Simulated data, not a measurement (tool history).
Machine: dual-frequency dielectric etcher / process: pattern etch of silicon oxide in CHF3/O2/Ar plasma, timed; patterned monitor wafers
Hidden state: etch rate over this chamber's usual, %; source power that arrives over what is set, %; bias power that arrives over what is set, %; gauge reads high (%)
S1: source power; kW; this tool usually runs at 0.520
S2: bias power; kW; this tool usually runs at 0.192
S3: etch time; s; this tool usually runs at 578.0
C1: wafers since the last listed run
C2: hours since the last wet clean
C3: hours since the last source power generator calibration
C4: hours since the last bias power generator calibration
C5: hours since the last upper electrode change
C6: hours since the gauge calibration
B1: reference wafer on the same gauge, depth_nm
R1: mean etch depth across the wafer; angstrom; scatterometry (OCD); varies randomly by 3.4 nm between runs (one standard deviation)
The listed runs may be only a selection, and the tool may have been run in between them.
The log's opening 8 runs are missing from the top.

Run 9, hour 608.0: usual settings; C1 341; C2 98.5; C3 1964.1; C4 1420.7; C5 170.1; C6 464.2; B1 1409.5. Result: R1 11956 angstrom.
Run 10, hour 650.2: usual settings but S2 0.161 kW, S3 641.5 s; C1 159; C2 140.7; C3 2006.3; C4 1462.9; C5 212.3; C6 506.4; B1 1409.6. Result: R1 12449 angstrom.
Run 11, hour 697.8: usual settings but S1 0.570 kW, S2 0.160 kW, S3 471.5 s; C1 179; C2 188.3; C3 2053.9; C4 1510.5; C5 259.9; C6 554.0; B1 1410.2. Result: R1 9517 angstrom.
Run 12, hour 774.1: usual settings but S3 625.5 s; C1 288; C2 264.6; C3 2130.2; C4 1586.8; C5 336.2; C6 630.3; B1 1410.8. Result: R1 12763 angstrom.
At hour 778.5: bias power generator calibrated.
Run 13, hour 849.4: usual settings but S1 0.610 kW, S2 0.172 kW, S3 654.5 s; C1 269; C2 339.9; C3 2205.5; C4 70.9; C5 411.5; C6 705.6; B1 1409.6. Result: R1 14002 angstrom.
Run 14, hour 952.7: usual settings but S1 0.430 kW, S3 482.5 s; C1 389; C2 443.2; C3 2308.8; C4 174.2; C5 514.8; C6 808.9; B1 1409.9. Result: R1 8793 angstrom.
Run 15, hour 1019.2: usual settings; C1 251; C2 509.7; C3 2375.3; C4 240.7; C5 581.3; C6 875.4; B1 1410.2. Result: R1 11628 angstrom.
Run 16, hour 1061.7: usual settings but S1 0.570 kW; C1 160; C2 552.2; C3 2417.8; C4 283.2; C5 623.8; C6 917.9; B1 1410.2. Result: R1 12243 angstrom.
At hour 1144.9: wet clean of the chamber.
Run 17, hour 1150.7: usual settings but S1 0.430 kW; C1 245; C2 5.8; C3 2506.8; C4 372.2; C5 712.8; C6 1006.9; B1 1410.6. Result: R1 10787 angstrom.
At hour 1220.3: source power generator calibrated.
Run 18, hour 1249.5: usual settings; C1 357; C2 104.6; C3 29.2; C4 471.0; C5 811.6; C6 1105.7; B1 1410.1. Result: R1 11924 angstrom.
Run 19, hour 1304.4: usual settings; C1 207; C2 159.5; C3 84.1; C4 525.9; C5 866.5; C6 1160.6; B1 1407.7. Result: R1 11911 angstrom.
Run 20, hour 1359.1: usual settings but S2 0.239 kW; C1 206; C2 214.2; C3 138.8; C4 580.6; C5 921.2; C6 1215.3; B1 1411.7. Result: R1 12853 angstrom.
Run 21, hour 1439.6: usual settings; C1 303; C2 294.7; C3 219.3; C4 661.1; C5 1001.7; C6 1295.8; B1 1411.8. Result: R1 11781 angstrom.
Run 22, hour 1477.6: usual settings; C1 143; C2 332.7; C3 257.3; C4 699.1; C5 1039.7; C6 1333.8; B1 1411.2. Result: R1 11801 angstrom.
Run 23, hour 1547.5: usual settings but S1 0.410 kW, S2 0.206 kW, S3 751.0 s; C1 263; C2 402.6; C3 327.2; C4 769.0; C5 1109.6; C6 1403.7; B1 1408.6. Result: R1 13609 angstrom.
Run 24, hour 1625.7: usual settings but S2 0.232 kW; C1 295; C2 480.8; C3 405.4; C4 847.2; C5 1187.8; C6 1481.9; B1 1409.7. Result: R1 12518 angstrom.
Run 25, hour 1666.9: usual settings; C1 155; C2 522.0; C3 446.6; C4 888.4; C5 1229.0; C6 1523.1; B1 1410.1. Result: R1 11649 angstrom.
At hour 1762.5: wet clean of the chamber.
Run 26, hour 1763.0: usual settings but S2 0.209 kW, S3 700.0 s; C1 272; C2 0.5; C3 542.7; C4 984.5; C5 1325.1; C6 1619.2; B1 1408.9. Result: R1 15074 angstrom.
Run 27, hour 1816.5: usual settings but S1 0.470 kW, S2 0.152 kW, S3 674.0 s; C1 201; C2 54.0; C3 596.2; C4 1038.0; C5 1378.6; C6 1672.7; B1 1408.6. Result: R1 12151 angstrom.
Run 28, hour 1884.7: usual settings but S2 0.175 kW; C1 257; C2 122.2; C3 664.4; C4 1106.2; C5 1446.8; C6 1740.9; B1 1410.3. Result: R1 11562 angstrom.
Run 29, hour 1974.4: usual settings but S2 0.165 kW, S3 422.0 s; C1 338; C2 211.9; C3 754.1; C4 1195.9; C5 1536.5; C6 1830.6; B1 1410.7. Result: R1 8248 angstrom.
Run 30, hour 2015.5: usual settings but S1 0.400 kW, S3 684.5 s; C1 155; C2 253.0; C3 795.2; C4 1237.0; C5 1577.6; C6 1871.7; B1 1410.4. Result: R1 12059 angstrom.

Here are 3 independent what-if runs from the current tool condition. What would each one return?
Run A, hour 2016.1: usual settings; C1 2; C2 253.6; C3 795.8; C4 1237.6; C5 1578.2; C6 1872.3; B1 ?. Result: R1 ?.
Run B, hour 2016.1: usual settings but S1 0.610 kW, S2 0.219 kW; C1 2; C2 253.6; C3 795.8; C4 1237.6; C5 1578.2; C6 1872.3; B1 ?. Result: R1 ?.
Run C, hour 2016.1: usual settings but S1 0.420 kW, S2 0.171 kW; C1 2; C2 253.6; C3 795.8; C4 1237.6; C5 1578.2; C6 1872.3; B1 ?. Result: R1 ?.

run      B1     R1
  A  1410.5  11905
  B  1410.5  13573
  C  1410.5  10105
With no hidden state in the tool, these same runs would have given:
run     R1
  A  12056
  B  13745
  C  10232
